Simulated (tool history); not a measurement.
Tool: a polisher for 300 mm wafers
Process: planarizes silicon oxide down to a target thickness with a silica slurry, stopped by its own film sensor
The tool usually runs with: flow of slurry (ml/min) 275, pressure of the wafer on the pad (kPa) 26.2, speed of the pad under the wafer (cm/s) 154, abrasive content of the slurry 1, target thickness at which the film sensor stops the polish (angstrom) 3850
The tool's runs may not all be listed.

run,day,flow of slurry (ml/min),pressure of the wafer on the pad (kPa),speed of the pad under the wafer (cm/s),abrasive content of the slurry,target thickness at which the film sensor stops the polish (angstrom),wafers since the last listed run,wafers polished on this pad,hours since the slurry nozzle was cleaned,hours since the head pressure was calibrated,hours since the slurry blender was calibrated,hours since the conditioning disc was replaced,"incoming thickness of the incoming film, nm",time until the film sensor stopped the polish (s)
1,0,340,26.2,154,1,4090,0,773,281.4,283.9,279.3,25.2,685,83.1
2,1.479,275,26.2,154,1,3850,411,1184,316.9,319.4,314.8,60.7,657.1,86.8
# day 3.096: slurry blender recalibrated
# day 4.208: worn pad replaced by a new one
# day 5.096: conditioning disc replaced and pad reconditioned
3,5.308,340,26.2,154,1,3850,972,283,408.8,411.3,53.1,5.1,676.5,81.4
4,6.729,340,26.2,154,1,3850,395,678,442.9,445.4,87.2,39.2,678.8,83.8
5,7.908,275,26.2,154,1,3850,328,1006,471.2,473.7,115.5,67.5,676.5,87.2
6,9.346,305,26.2,154,1,3850,400,1406,505.7,508.2,150,102,670.8,85.9
# day 10.362: worn pad replaced by a new one
7,10.808,275,26.2,154,1.2,3050,360,124,540.8,543.3,185.1,137.1,680.8,98.6
# day 11.488: conditioning disc replaced and pad reconditioned
8,11.592,200,26.2,154,1,3850,194,319,559.6,562.1,203.9,2.5,663.9,82.3
9,12.388,200,26.2,154,1,3850,221,540,578.7,581.2,223,21.6,662.6,83.1
10,12.971,200,26.2,154,1,3850,162,703,592.7,595.2,237,35.6,662.6,85.7
11,14.158,275,32.4,154,1,3850,330,1033,621.2,623.7,265.5,64.1,661.7,67.7
12,15.108,275,26.2,154,1,3850,264,1298,644,646.5,288.3,86.9,675.5,91.3
# day 16.338: head pressure recalibrated
13,16.596,215,20,130,1,3170,390,1688,679.7,6.2,324,122.6,675.8,180.7
# day 16.896: worn pad replaced by a new one
# day 17.25: slurry blender recalibrated
14,18.004,340,26.2,154,1,3850,322,284,713.5,40,18.1,156.4,669.8,79.6
# day 18.488: conditioning disc replaced and pad reconditioned
15,19.367,305,26.2,154,1,3850,356,640,746.2,72.7,50.8,21.1,657.6,77.8
16,20.775,275,26.2,154,1.2,3050,391,1032,780,106.5,84.6,54.9,665,97.6
17,21.458,275,26.2,154,1,3250,190,1223,796.4,122.9,101,71.3,661.3,99.1
# day 21.758: slurry nozzle cleaned
# day 22.717: worn pad replaced by a new one
18,22.775,305,26.2,154,1,4110,308,16,24.4,154.5,132.6,102.9,669.2,72.4
# day 24.079: conditioning disc replaced and pad reconditioned
19,24.958,275,26.2,154,1,3850,584,601,76.8,206.9,185,21.1,663.6,81
20,26.246,340,26.2,154,1,3850,358,959,107.7,237.8,215.9,52,661.6,81.8
21,26.954,345,29,104,1,4110,197,1156,124.7,254.8,232.9,69,672.6,95.2
# day 28.504: worn pad replaced by a new one
22,28.525,355,31.7,154,1,4530,390,6,162.4,292.5,270.6,106.7,668,49.1
23,29.483,305,26.2,184,1,3850,266,272,185.4,315.5,293.6,129.7,673,72.4
24,30.021,320,26.2,154,1,3850,149,422,198.3,328.4,306.5,142.6,683,85.5

Predict each of these 5 candidate next runs independently; none follows another, all start after run 24:
A,30.038,275,26.2,154,1,3850,4,426,198.7,328.8,306.9,143,668,?
B,30.038,275,28.3,154,1,3850,4,426,198.7,328.8,306.9,143,668,?
C,30.038,310,34.5,176,1.1,3850,4,426,198.7,328.8,306.9,143,668,?
D,30.038,275,26.2,132,1,4740,4,426,198.7,328.8,306.9,143,668,?
E,30.038,340,26.2,170,0.9,4520,4,426,198.7,328.8,306.9,143,668,?

run,time until the film sensor stopped the polish (s)
A,82.8
B,76.7
C,53.5
D,64.2
E,60.1
Stripped of hidden state, with their random variation kept, the same runs would have yielded:
run,time until the film sensor stopped the polish (s)
A,75.9
B,70.3
C,49.2
D,58.8
E,54.9

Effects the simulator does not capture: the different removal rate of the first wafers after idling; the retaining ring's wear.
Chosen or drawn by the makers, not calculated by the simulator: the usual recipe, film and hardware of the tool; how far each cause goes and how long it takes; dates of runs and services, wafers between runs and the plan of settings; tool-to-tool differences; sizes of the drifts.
